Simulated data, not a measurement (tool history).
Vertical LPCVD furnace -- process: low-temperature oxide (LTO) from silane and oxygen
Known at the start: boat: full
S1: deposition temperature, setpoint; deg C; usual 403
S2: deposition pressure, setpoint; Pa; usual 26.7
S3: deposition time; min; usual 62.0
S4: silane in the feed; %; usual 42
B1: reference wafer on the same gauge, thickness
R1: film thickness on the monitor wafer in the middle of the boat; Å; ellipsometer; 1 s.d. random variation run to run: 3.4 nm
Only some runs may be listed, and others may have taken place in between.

| run | hour | S1 | S2 | S3 | S4 | B1 | R1 |
|---|---|---|---|---|---|---|---|
| 1 | 0.0 | 403 | 26.7 | 67.0 | 42 | 674.56 | 6376.2 |
| 2 | 19.7 | 403 | 26.7 | 67.0 | 42 | 675.75 | 6376.9 |
| 3 | 54.2 | 403 | 26.7 | 62.0 | 42 | 676.90 | 5882.6 |
| 4 | 77.6 | 403 | 26.7 | 62.0 | 42 | 676.85 | 5945.7 |
| 5 | 97.4 | 412 | 26.7 | 62.0 | 42 | 676.92 | 6465.1 |
| 6 | 116.7 | 403 | 26.7 | 46.0 | 42 | 677.25 | 4401.4 |
| 7 | 152.4 | 403 | 26.7 | 46.0 | 42 | 677.99 | 4389.0 |
| 8 | 191.4 | 403 | 26.7 | 46.0 | 42 | 677.94 | 4421.1 |
| 9 | 217.3 | 403 | 26.7 | 53.5 | 47 | 679.13 | 5705.9 |
| 10 | 252.4 | 403 | 26.7 | 62.0 | 42 | 677.11 | 5948.4 |
| 11 | 268.1 | 403 | 26.7 | 62.0 | 42 | 677.91 | 5887.4 |
| 12 | 285.8 | 403 | 26.7 | 62.0 | 42 | 677.57 | 5904.3 |
|  | 325.8 | thermocouples replaced and temperature profile calibrated |
| 13 | 326.3 | 403 | 26.7 | 62.0 | 42 | 678.29 | 5914.3 |
| 14 | 334.9 | 394 | 23.3 | 86.0 | 37 | 678.41 | 5599.7 |
| 15 | 350.7 | 403 | 31.3 | 62.0 | 42 | 678.16 | 7011.4 |
|  | 376.6 | gauge calibrated |
| 16 | 383.4 | 403 | 24.7 | 62.0 | 39 | 663.45 | 4893.9 |
|  | 416.4 | silane flow controller replaced |
| 17 | 416.9 | 403 | 26.7 | 62.0 | 42 | 664.92 | 5821.1 |
| 18 | 425.1 | 408 | 26.7 | 62.0 | 39 | 666.14 | 5639.5 |
| 19 | 442.9 | 396 | 26.7 | 62.0 | 42 | 667.81 | 5407.2 |
|  | 492.8 | pressure gauge zeroed |
| 20 | 493.3 | 403 | 26.7 | 62.0 | 42 | 670.18 | 5879.4 |
| 21 | 499.2 | 403 | 26.7 | 62.0 | 42 | 669.01 | 5831.0 |
| 22 | 534.4 | 403 | 26.7 | 62.0 | 42 | 670.92 | 5880.4 |
| 23 | 564.5 | 393 | 30.7 | 62.0 | 39 | 672.06 | 5554.8 |
| 24 | 598.4 | 403 | 26.7 | 62.0 | 50 | 672.62 | 6963.7 |
| 25 | 614.9 | 393 | 32.7 | 39.0 | 46 | 673.81 | 4490.5 |
| 26 | 647.7 | 403 | 26.7 | 62.0 | 42 | 673.68 | 5916.4 |
| 27 | 664.3 | 395 | 29.3 | 62.0 | 42 | 674.09 | 5915.1 |

Predict each of these 5 candidate next runs independently; none follows another, all start after run 27:
| A | 668.4 | 403 | 26.7 | 62.0 | 42 | ? | ? |
| B | 668.4 | 392 | 20.0 | 46.5 | 48 | ? | ? |
| C | 668.4 | 409 | 20.0 | 49.0 | 42 | ? | ? |
| D | 668.4 | 395 | 33.3 | 69.5 | 47 | ? | ? |
| E | 668.4 | 403 | 32.7 | 62.0 | 42 | ? | ? |

| run | B1 | R1 |
|---|---|---|
| A | 676.24 | 5832.9 |
| B | 676.24 | 3347.6 |
| C | 676.24 | 3684.5 |
| D | 676.24 | 8439.0 |
| E | 676.24 | 7145.3 |
What these runs would have given with no unlogged condition in the tool:
| run | R1 |
|---|---|
| A | 5738.8 |
| B | 3293.6 |
| C | 3625.1 |
| D | 8302.9 |
| E | 7030.0 |

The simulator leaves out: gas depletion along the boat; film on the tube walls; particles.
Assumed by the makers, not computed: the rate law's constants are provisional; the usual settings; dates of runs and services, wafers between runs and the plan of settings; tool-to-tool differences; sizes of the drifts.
